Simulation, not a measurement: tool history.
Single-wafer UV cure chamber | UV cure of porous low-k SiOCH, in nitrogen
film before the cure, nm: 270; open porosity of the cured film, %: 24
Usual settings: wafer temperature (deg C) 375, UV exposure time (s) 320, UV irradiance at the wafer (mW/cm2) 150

run,hour,wafer temperature (deg C),UV exposure time (s),UV irradiance at the wafer (mW/cm2),wafers since the last listed run,hours since the UV bulbs were replaced,wafers since the quartz window was cleaned,loss of film thickness in the cure (%)
1,0.0,375,440,150,0,423.0,1977,19.189
2,30.8,375,440,150,219,453.8,2196,18.836
3,59.6,375,320,174,204,482.6,2401,18.206
4,91.8,375,320,174,228,514.8,2630,18.132
5,120.2,375,320,150,201,543.2,2832,17.113
6,149.2,375,320,150,206,572.2,3038,17.151
7,179.9,375,320,150,218,602.9,3257,16.774
8,203.0,360,320,120,164,626.0,3421,14.944
# hour 231.6: quartz window cleaned
9,235.3,360,320,120,172,658.3,26,16.332
10,269.2,375,320,150,241,692.2,267,17.399
11,296.6,375,320,150,194,719.6,461,17.799
12,347.5,375,320,150,361,770.5,823,17.491
13,380.5,386,320,150,234,803.5,1058,17.482
# hour 436.1: UV bulbs replaced
14,466.5,375,320,150,554,30.4,1613,17.849
15,499.3,375,320,150,233,63.2,1846,17.506
16,516.4,375,320,150,121,80.3,1967,17.728
17,551.1,375,320,150,246,115.0,2214,17.239

Forecast run 18:
18,571.5,355,230,150,145,135.4,2359,?

Run 18 gave loss of film thickness in the cure (%) 14.839.
Without the tool's hidden state the same run would have given loss of film thickness in the cure (%) 15.733.

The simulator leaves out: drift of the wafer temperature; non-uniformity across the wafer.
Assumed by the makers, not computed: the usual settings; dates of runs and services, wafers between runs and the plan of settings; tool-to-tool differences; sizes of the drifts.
